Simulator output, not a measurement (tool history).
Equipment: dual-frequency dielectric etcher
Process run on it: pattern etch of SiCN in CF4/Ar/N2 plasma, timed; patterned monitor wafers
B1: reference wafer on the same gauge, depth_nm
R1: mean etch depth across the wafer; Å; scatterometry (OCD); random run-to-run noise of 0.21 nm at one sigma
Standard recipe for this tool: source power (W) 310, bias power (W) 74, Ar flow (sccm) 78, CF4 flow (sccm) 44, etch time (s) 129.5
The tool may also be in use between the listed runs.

{"run": 1, "hour": 0.0, "source power (W)": 310, "bias power (W)": 74, "Ar flow (sccm)": 78, "CF4 flow (sccm)": 44, "etch time (s)": 129.5, "B1": 67.8, "R1": 715}
{"run": 2, "hour": 93.3, "source power (W)": 310, "bias power (W)": 74, "Ar flow (sccm)": 78, "CF4 flow (sccm)": 44, "etch time (s)": 129.5, "B1": 67.8, "R1": 714}
{"hour": 133.4, "done": "wet clean of the chamber"}
{"run": 3, "hour": 152.3, "source power (W)": 310, "bias power (W)": 74, "Ar flow (sccm)": 78, "CF4 flow (sccm)": 44, "etch time (s)": 129.5, "B1": 67.8, "R1": 695}
{"hour": 179.7, "done": "bias power generator calibrated"}
{"run": 4, "hour": 234.0, "source power (W)": 370, "bias power (W)": 69, "Ar flow (sccm)": 78, "CF4 flow (sccm)": 36, "etch time (s)": 93.0, "B1": 67.8, "R1": 555}
{"hour": 339.5, "done": "source power generator calibrated"}
{"run": 5, "hour": 340.0, "source power (W)": 350, "bias power (W)": 74, "Ar flow (sccm)": 78, "CF4 flow (sccm)": 44, "etch time (s)": 129.5, "B1": 67.8, "R1": 779}
{"run": 6, "hour": 375.2, "source power (W)": 380, "bias power (W)": 74, "Ar flow (sccm)": 71, "CF4 flow (sccm)": 44, "etch time (s)": 154.5, "B1": 67.8, "R1": 1010}
{"hour": 400.6, "done": "CF4 flow controller replaced"}
{"run": 7, "hour": 443.2, "source power (W)": 310, "bias power (W)": 74, "Ar flow (sccm)": 78, "CF4 flow (sccm)": 44, "etch time (s)": 129.5, "B1": 67.8, "R1": 705}
{"run": 8, "hour": 542.6, "source power (W)": 370, "bias power (W)": 90, "Ar flow (sccm)": 78, "CF4 flow (sccm)": 44, "etch time (s)": 129.5, "B1": 67.8, "R1": 872}
{"run": 9, "hour": 580.0, "source power (W)": 310, "bias power (W)": 66, "Ar flow (sccm)": 84, "CF4 flow (sccm)": 51, "etch time (s)": 114.0, "B1": 67.8, "R1": 614}
{"hour": 741.0, "done": "upper electrode replaced"}
{"hour": 792.3, "done": "Ar flow controller replaced"}
{"hour": 811.3, "done": "wet clean of the chamber"}
{"run": 10, "hour": 879.1, "source power (W)": 290, "bias power (W)": 82, "Ar flow (sccm)": 78, "CF4 flow (sccm)": 34, "etch time (s)": 129.5, "B1": 67.8, "R1": 647}
{"run": 11, "hour": 938.2, "source power (W)": 310, "bias power (W)": 67, "Ar flow (sccm)": 78, "CF4 flow (sccm)": 37, "etch time (s)": 129.5, "B1": 67.8, "R1": 655}
{"run": 12, "hour": 1009.6, "source power (W)": 310, "bias power (W)": 74, "Ar flow (sccm)": 78, "CF4 flow (sccm)": 35, "etch time (s)": 129.5, "B1": 67.8, "R1": 669}
{"run": 13, "hour": 1076.0, "source power (W)": 310, "bias power (W)": 74, "Ar flow (sccm)": 78, "CF4 flow (sccm)": 44, "etch time (s)": 129.5, "B1": 67.8, "R1": 702}
{"run": 14, "hour": 1155.5, "source power (W)": 310, "bias power (W)": 74, "Ar flow (sccm)": 78, "CF4 flow (sccm)": 44, "etch time (s)": 129.5, "B1": 67.7, "R1": 705}
{"run": 15, "hour": 1245.0, "source power (W)": 250, "bias power (W)": 56, "Ar flow (sccm)": 65, "CF4 flow (sccm)": 44, "etch time (s)": 103.0, "B1": 67.8, "R1": 443}
{"run": 16, "hour": 1300.2, "source power (W)": 310, "bias power (W)": 74, "Ar flow (sccm)": 78, "CF4 flow (sccm)": 44, "etch time (s)": 129.5, "B1": 67.8, "R1": 703}
{"run": 17, "hour": 1352.8, "source power (W)": 310, "bias power (W)": 64, "Ar flow (sccm)": 78, "CF4 flow (sccm)": 44, "etch time (s)": 129.5, "B1": 67.8, "R1": 681}
{"run": 18, "hour": 1417.0, "source power (W)": 310, "bias power (W)": 66, "Ar flow (sccm)": 78, "CF4 flow (sccm)": 44, "etch time (s)": 129.5, "B1": 67.8, "R1": 686}
{"run": 19, "hour": 1519.6, "source power (W)": 310, "bias power (W)": 74, "Ar flow (sccm)": 78, "CF4 flow (sccm)": 44, "etch time (s)": 129.5, "B1": 67.9, "R1": 714}
{"hour": 1560.3, "done": "wet clean of the chamber"}
{"run": 20, "hour": 1614.1, "source power (W)": 310, "bias power (W)": 74, "Ar flow (sccm)": 78, "CF4 flow (sccm)": 44, "etch time (s)": 129.5, "B1": 67.8, "R1": 695}
{"run": 21, "hour": 1704.0, "source power (W)": 360, "bias power (W)": 74, "Ar flow (sccm)": 78, "CF4 flow (sccm)": 40, "etch time (s)": 129.5, "B1": 67.7, "R1": 780}

The tool's hidden state at each run:
source power that arrives over what is set, %: 0 at every run
bias power that arrives over what is set, %: 0 at every run
Ar flow that arrives over what is set, %: 0 at every run
CF4 flow that arrives over what is set, %: 0 at every run
gauge reads high (%): 0 at every run
H1: etch rate over this chamber's usual, %
run=1 H1=2.47
run=2 H1=2.83
run=3 H1=0.262
run=4 H1=0.579
run=5 H1=0.99
run=6 H1=1.13
run=7 H1=1.39
run=8 H1=1.78
run=9 H1=1.92
run=10 H1=-0.0862
run=11 H1=0.143
run=12 H1=0.42
run=13 H1=0.678
run=14 H1=0.987
run=15 H1=1.33
run=16 H1=1.55
run=17 H1=1.75
run=18 H1=2
run=19 H1=2.4
run=20 H1=0.249
run=21 H1=0.598
